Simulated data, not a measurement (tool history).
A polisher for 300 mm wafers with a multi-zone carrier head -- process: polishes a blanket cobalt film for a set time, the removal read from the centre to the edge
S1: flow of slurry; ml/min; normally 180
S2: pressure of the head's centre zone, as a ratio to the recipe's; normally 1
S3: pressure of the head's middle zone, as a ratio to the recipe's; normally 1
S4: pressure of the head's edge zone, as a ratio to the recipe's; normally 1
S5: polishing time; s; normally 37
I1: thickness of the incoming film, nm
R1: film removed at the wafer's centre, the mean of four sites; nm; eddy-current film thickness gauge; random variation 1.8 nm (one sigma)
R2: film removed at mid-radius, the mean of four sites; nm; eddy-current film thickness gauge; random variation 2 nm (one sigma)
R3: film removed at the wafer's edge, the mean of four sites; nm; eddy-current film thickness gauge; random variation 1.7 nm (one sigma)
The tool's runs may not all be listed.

Run 1, day 0: usual settings; I1 880. Result: R1 150.4 nm, R2 147.4 nm, R3 153.3 nm.
Run 2, day 0.371: usual settings; I1 890.5. Result: R1 153.8 nm, R2 147 nm, R3 155.6 nm.
At day 0.65: slurry nozzle cleaned.
Run 3, day 0.912: usual settings; I1 861.5. Result: R1 152.1 nm, R2 147 nm, R3 154.5 nm.
Run 4, day 1.217: usual settings; I1 894.7. Result: R1 153.3 nm, R2 143.8 nm, R3 155.1 nm.
Run 5, day 1.675: usual settings; I1 885.8. Result: R1 150.4 nm, R2 145.8 nm, R3 154.3 nm.
Run 6, day 2.05: usual settings but S1 225 ml/min, S2 0.96, S3 1.06, S4 0.88; I1 893.2. Result: R1 151.8 nm, R2 162.2 nm, R3 146 nm.
At day 2.279: edge zone pressure recalibrated.
Run 7, day 2.329: usual settings but S5 49 s; I1 879.4. Result: R1 199.5 nm, R2 199.2 nm, R3 204 nm.
Run 8, day 2.85: usual settings but S5 32 s; I1 885.8. Result: R1 132.4 nm, R2 128.7 nm, R3 132.2 nm.
Run 9, day 3.304: usual settings but S4 1.1; I1 878.7. Result: R1 152 nm, R2 147.9 nm, R3 157.4 nm.
Run 10, day 3.667: usual settings but S4 1.1; I1 870.8. Result: R1 154.7 nm, R2 148.8 nm, R3 160.2 nm.
At day 4.371: worn pad replaced by a new one.
Run 11, day 4.392: usual settings but S4 1.09, S5 30 s; I1 870.4. Result: R1 123.6 nm, R2 120.4 nm, R3 130.3 nm.
At day 4.667: carrier head's membrane replaced by a new one.
Run 12, day 4.692: usual settings but S2 0.96, S3 1.09, S5 28 s; I1 876.2. Result: R1 108.5 nm, R2 119.4 nm, R3 116.5 nm.
Run 13, day 5.162: usual settings but S1 215 ml/min, S2 1.09, S3 1.05, S5 28 s; I1 875.1. Result: R1 128.4 nm, R2 121.1 nm, R3 117.1 nm.
At day 5.388: centre zone pressure recalibrated.
Run 14, day 5.771: usual settings but S3 0.94; I1 864.8. Result: R1 150.4 nm, R2 141 nm, R3 151.6 nm.
Run 15, day 6.267: usual settings but S1 225 ml/min; I1 882.4. Result: R1 157 nm, R2 153 nm, R3 161.3 nm.
Run 16, day 6.629: usual settings; I1 886.2. Result: R1 148.7 nm, R2 151.6 nm, R3 154.7 nm.
Run 17, day 7.258: usual settings but S3 0.89; I1 878.5. Result: R1 152.2 nm, R2 133.6 nm, R3 153.3 nm.
Run 18, day 7.962: usual settings; I1 874.7. Result: R1 148.9 nm, R2 145.8 nm, R3 153.6 nm.
At day 8.454: worn pad replaced by a new one.
Run 19, day 8.508: usual settings but S1 150 ml/min, S3 1.11; I1 874.7. Result: R1 148.2 nm, R2 155 nm, R3 149.1 nm.
Run 20, day 9.062: usual settings but S2 0.97, S3 1.11, S4 1.09; I1 878.8. Result: R1 148 nm, R2 161.8 nm, R3 162 nm.
Run 21, day 9.783: usual settings but S1 125 ml/min, S2 1.07, S3 1.05, S5 49 s; I1 870.5. Result: R1 197.5 nm, R2 187.5 nm, R3 189.4 nm.

For each run, what was the tool's unlogged condition?
removal rate lost through wear of the pad, %: 0 at every run
slurry flow missing at the pad, %: 0 at every run
deviation of the centre zone's pressure from its setpoint, %: 0 at every run
deviation of the edge zone's pressure from its setpoint, %: 0 at every run
